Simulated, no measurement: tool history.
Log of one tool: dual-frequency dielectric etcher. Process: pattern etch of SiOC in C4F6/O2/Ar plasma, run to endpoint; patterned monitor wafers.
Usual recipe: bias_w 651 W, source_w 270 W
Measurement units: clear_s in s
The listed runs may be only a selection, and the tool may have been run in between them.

run	hour	bias_w	source_w	incoming incoming film thickness, nm	clear_s
1	0	651	220	36.74	14.4
2	39.7	651	220	36.43	14.3
3	126.1	651	270	36.71	13
4	163.7	651	270	36.78	12.8
5	228.5	651	280	36.95	12.6
6	324.5	592	270	36.88	13.4
# hour 341.8: source power generator calibrated
7	408.7	592	270	36.98	13.3
8	494.8	592	270	36.98	13.3
# hour 555.1: wet clean of the chamber
9	583.1	651	270	36.94	13.5
10	630.1	651	270	36.58	13.3
11	909.6	651	270	36.58	13.1
12	993.1	651	270	36.94	13.1
13	1064	651	270	37	13
14	1135.5	651	270	36.65	12.7
15	1188.2	738	300	36.72	11.7
# hour 1250.8: wet clean of the chamber
16	1278.8	651	300	37.15	12.9
17	1332.2	581	240	36.69	14.9
18	1423.8	651	310	37.1	12.4
# hour 1483.6: upper electrode replaced, of another model than before
19	1529.2	520	200	37.01	21.1
# hour 1585.7: bias power generator calibrated
20	1594.3	807	230	37.2	12.4
21	1674.5	608	330	36.98	12.4
22	1740.9	651	270	36.83	13
23	1834	730	320	37.01	10.5
# hour 1951.4: source power generator calibrated
# hour 1957.8: wet clean of the chamber
24	1958.3	748	200	36.87	14.9
25	1990.9	796	290	36.71	10.7
26	2027.9	651	270	36.7	13
27	2252.5	651	270	36.75	13
28	2334.4	749	270	36.95	11.7
29	2422.8	560	310	37.23	13.8
30	2483.6	518	240	37.3	17.8
31	2559.4	516	300	37.01	15.4
32	2664.1	772	210	36.67	13.4
# hour 2786.3: wet clean of the chamber
33	2873.6	603	270	36.7	14.3
34	2925.5	651	270	37.15	13.3
35	3027.1	651	270	36.59	12.9
36	3078.6	594	240	36.41	15.3

What was the tool's hidden state at every run in the log?
bias power that arrives over what is set, %: 0 in every run
source power that arrives over what is set, %: 0 in every run
H1: etch rate over this chamber's usual, %
run	H1
1	1.95
2	2.22
3	2.82
4	3.08
5	3.53
6	4.2
7	4.78
8	5.38
9	-0.718
10	-0.392
11	1.55
12	2.12
13	2.62
14	3.11
15	3.48
16	0.109
17	0.479
18	1.11
19	1.84
20	2.3
21	2.85
22	3.31
23	3.96
24	0.399
25	0.625
26	0.882
27	2.44
28	3.01
29	3.62
30	4.04
31	4.57
32	5.29
33	0.875
34	1.24
35	1.94
36	2.3
